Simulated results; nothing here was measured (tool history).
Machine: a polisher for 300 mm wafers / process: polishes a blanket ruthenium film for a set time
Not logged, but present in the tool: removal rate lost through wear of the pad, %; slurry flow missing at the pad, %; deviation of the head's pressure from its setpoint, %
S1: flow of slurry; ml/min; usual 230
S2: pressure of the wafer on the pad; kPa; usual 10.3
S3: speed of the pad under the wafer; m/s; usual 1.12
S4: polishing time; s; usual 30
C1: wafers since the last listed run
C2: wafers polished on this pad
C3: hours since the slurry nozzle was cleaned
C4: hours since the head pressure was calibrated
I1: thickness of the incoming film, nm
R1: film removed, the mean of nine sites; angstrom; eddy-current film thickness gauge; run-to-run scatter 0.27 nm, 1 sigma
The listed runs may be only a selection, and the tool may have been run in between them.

{"run": 1, "hour": 0.0, "S1": 230, "S2": 12.4, "S3": 1.12, "S4": 30, "C1": 0, "C2": 1119, "C3": 17.4, "C4": 725.9, "I1": 337.8, "R1": 373}
{"run": 2, "hour": 39.8, "S1": 280, "S2": 10.3, "S3": 1.38, "S4": 30, "C1": 385, "C2": 1504, "C3": 57.2, "C4": 765.7, "I1": 343.5, "R1": 377}
{"hour": 102.9, "done": "worn pad replaced by a new one"}
{"run": 3, "hour": 103.4, "S1": 230, "S2": 10.3, "S3": 1.12, "S4": 37, "C1": 577, "C2": 5, "C3": 120.8, "C4": 829.3, "I1": 340.9, "R1": 381}
{"run": 4, "hour": 139.7, "S1": 230, "S2": 10.3, "S3": 1.12, "S4": 37, "C1": 351, "C2": 356, "C3": 157.1, "C4": 865.6, "I1": 341.7, "R1": 387}
{"run": 5, "hour": 199.5, "S1": 265, "S2": 10.3, "S3": 1.12, "S4": 30, "C1": 578, "C2": 935, "C3": 216.9, "C4": 925.4, "I1": 338.4, "R1": 313}
{"run": 6, "hour": 242.2, "S1": 265, "S2": 10.3, "S3": 1.12, "S4": 30, "C1": 413, "C2": 1348, "C3": 259.6, "C4": 968.1, "I1": 342.1, "R1": 310}
{"run": 7, "hour": 287.3, "S1": 265, "S2": 10.3, "S3": 1.12, "S4": 30, "C1": 436, "C2": 1785, "C3": 304.7, "C4": 1013.2, "I1": 334.5, "R1": 310}
{"hour": 325.2, "done": "worn pad replaced by a new one"}
{"run": 8, "hour": 339.2, "S1": 230, "S2": 10.3, "S3": 1.12, "S4": 30, "C1": 463, "C2": 135, "C3": 356.6, "C4": 1065.1, "I1": 341.0, "R1": 311}
{"run": 9, "hour": 382.3, "S1": 230, "S2": 10.3, "S3": 1.12, "S4": 30, "C1": 417, "C2": 552, "C3": 399.7, "C4": 1108.2, "I1": 339.7, "R1": 306}
{"hour": 434.8, "done": "head pressure recalibrated"}
{"run": 10, "hour": 450.1, "S1": 230, "S2": 10.3, "S3": 0.72, "S4": 25, "C1": 637, "C2": 1189, "C3": 467.5, "C4": 15.3, "I1": 341.6, "R1": 175}
{"run": 11, "hour": 481.3, "S1": 230, "S2": 10.3, "S3": 0.94, "S4": 30, "C1": 302, "C2": 1491, "C3": 498.7, "C4": 46.5, "I1": 343.0, "R1": 261}
{"run": 12, "hour": 512.3, "S1": 260, "S2": 10.3, "S3": 1.12, "S4": 36, "C1": 300, "C2": 1791, "C3": 529.7, "C4": 77.5, "I1": 344.1, "R1": 371}
{"run": 13, "hour": 541.2, "S1": 230, "S2": 9.7, "S3": 0.98, "S4": 30, "C1": 279, "C2": 2071, "C3": 558.6, "C4": 106.4, "I1": 337.7, "R1": 254}
{"hour": 584.6, "done": "worn pad replaced by a new one"}
{"run": 14, "hour": 718.9, "S1": 230, "S2": 10.3, "S3": 1.12, "S4": 30, "C1": 1681, "C2": 1300, "C3": 736.3, "C4": 284.1, "I1": 344.4, "R1": 298}
{"run": 15, "hour": 758.1, "S1": 305, "S2": 13.8, "S3": 0.74, "S4": 30, "C1": 379, "C2": 1679, "C3": 775.5, "C4": 323.3, "I1": 338.1, "R1": 293}
{"hour": 777.3, "done": "slurry nozzle cleaned"}
{"hour": 814.5, "done": "worn pad replaced by a new one"}
{"run": 16, "hour": 951.0, "S1": 230, "S2": 10.3, "S3": 1.12, "S4": 30, "C1": 1819, "C2": 1321, "C3": 173.7, "C4": 516.2, "I1": 333.2, "R1": 314}
{"run": 17, "hour": 989.0, "S1": 205, "S2": 11.7, "S3": 1.12, "S4": 30, "C1": 367, "C2": 1689, "C3": 211.7, "C4": 554.2, "I1": 344.2, "R1": 353}
{"run": 18, "hour": 1038.6, "S1": 230, "S2": 7.6, "S3": 1.12, "S4": 30, "C1": 480, "C2": 2169, "C3": 261.3, "C4": 603.8, "I1": 342.6, "R1": 226}
{"hour": 1090.6, "done": "worn pad replaced by a new one"}
{"run": 19, "hour": 1251.3, "S1": 205, "S2": 10.3, "S3": 1.0, "S4": 26, "C1": 2020, "C2": 1555, "C3": 474.0, "C4": 816.5, "I1": 343.5, "R1": 241}

What if the next run were any one of these 3? Each begins from the tool's condition after run 19:
{"run": "A", "hour": 1251.7, "S1": 230, "S2": 10.3, "S3": 1.12, "S4": 30, "C1": 3, "C2": 1559, "C3": 474.4, "C4": 816.9, "I1": 332.8, "R1": "?"}
{"run": "B", "hour": 1251.7, "S1": 230, "S2": 11.7, "S3": 1.12, "S4": 25, "C1": 3, "C2": 1559, "C3": 474.4, "C4": 816.9, "I1": 332.8, "R1": "?"}
{"run": "C", "hour": 1251.7, "S1": 270, "S2": 6.9, "S3": 0.86, "S4": 35, "C1": 3, "C2": 1559, "C3": 474.4, "C4": 816.9, "I1": 332.8, "R1": "?"}

run=A R1=314
run=B R1=297
run=C R1=199
Stripped of hidden state, with their random variation kept, the same runs would have yielded:
run=A R1=319
run=B R1=301
run=C R1=201
